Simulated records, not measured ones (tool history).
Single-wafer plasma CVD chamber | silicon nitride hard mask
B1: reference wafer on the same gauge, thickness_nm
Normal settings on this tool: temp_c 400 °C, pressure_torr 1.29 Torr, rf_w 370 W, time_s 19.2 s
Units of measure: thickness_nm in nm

run 1 hour=0 | temp_c=400 pressure_torr=1.29 rf_w=370 time_s=19.2 | B1=21.002 | thickness_nm=21.515
run 2 hour=20.1 | temp_c=400 pressure_torr=1.29 rf_w=370 time_s=19.2 | B1=21.005 | thickness_nm=21.41
run 3 hour=54.6 | temp_c=388 pressure_torr=1.29 rf_w=370 time_s=20 | B1=20.999 | thickness_nm=22.438
run 4 hour=78.6 | temp_c=388 pressure_torr=1.29 rf_w=370 time_s=20 | B1=20.983 | thickness_nm=22.427
run 5 hour=114.2 | temp_c=400 pressure_torr=1.29 rf_w=370 time_s=19.2 | B1=20.999 | thickness_nm=21.448
run 6 hour=132.4 | temp_c=400 pressure_torr=1.12 rf_w=370 time_s=16.1 | B1=21.007 | thickness_nm=17.044
-- hour=149.3 thermocouple changed; heater temperature recalibrated
run 7 hour=156 | temp_c=400 pressure_torr=1.12 rf_w=370 time_s=16.1 | B1=20.994 | thickness_nm=17.05
-- hour=179.7 RF generator calibrated
run 8 hour=184 | temp_c=400 pressure_torr=1.29 rf_w=370 time_s=21.9 | B1=21.004 | thickness_nm=25.594
run 9 hour=219.1 | temp_c=400 pressure_torr=1.29 rf_w=370 time_s=21.9 | B1=21.005 | thickness_nm=25.825
-- hour=251.7 capacitance manometer re-zeroed and calibrated
run 10 hour=252.2 | temp_c=404 pressure_torr=1.29 rf_w=325 time_s=19.2 | B1=20.99 | thickness_nm=20.49
run 11 hour=277.2 | temp_c=400 pressure_torr=1.29 rf_w=370 time_s=19.2 | B1=20.994 | thickness_nm=22.533
-- hour=297.7 gauge calibrated
run 12 hour=306.3 | temp_c=400 pressure_torr=1.29 rf_w=370 time_s=20.9 | B1=21.012 | thickness_nm=24.437
run 13 hour=323.5 | temp_c=400 pressure_torr=1.04 rf_w=370 time_s=19.2 | B1=20.995 | thickness_nm=20.898
-- hour=336.7 showerhead replaced
run 14 hour=354.3 | temp_c=411 pressure_torr=1.29 rf_w=315 time_s=16 | B1=21.008 | thickness_nm=16.612
run 15 hour=372.2 | temp_c=400 pressure_torr=1.29 rf_w=370 time_s=19.2 | B1=21.008 | thickness_nm=22.453
run 16 hour=387 | temp_c=400 pressure_torr=1.29 rf_w=320 time_s=19.2 | B1=21 | thickness_nm=20.193
run 17 hour=408.6 | temp_c=400 pressure_torr=1.02 rf_w=310 time_s=19.2 | B1=21.017 | thickness_nm=18.243
run 18 hour=440.2 | temp_c=400 pressure_torr=1.44 rf_w=370 time_s=19.2 | B1=21.003 | thickness_nm=23.307

The next listed run, before its measurement:
run 19 hour=462.5 | temp_c=400 pressure_torr=1.47 rf_w=370 time_s=19.2 | B1=? | thickness_nm=?

{"run 19": {"B1": 21.008, "thickness_nm": 23.312}}
Take away the tool's hidden state, keep the run-to-run variation as it was, and the same run would have given thickness_nm 23.663 nm.

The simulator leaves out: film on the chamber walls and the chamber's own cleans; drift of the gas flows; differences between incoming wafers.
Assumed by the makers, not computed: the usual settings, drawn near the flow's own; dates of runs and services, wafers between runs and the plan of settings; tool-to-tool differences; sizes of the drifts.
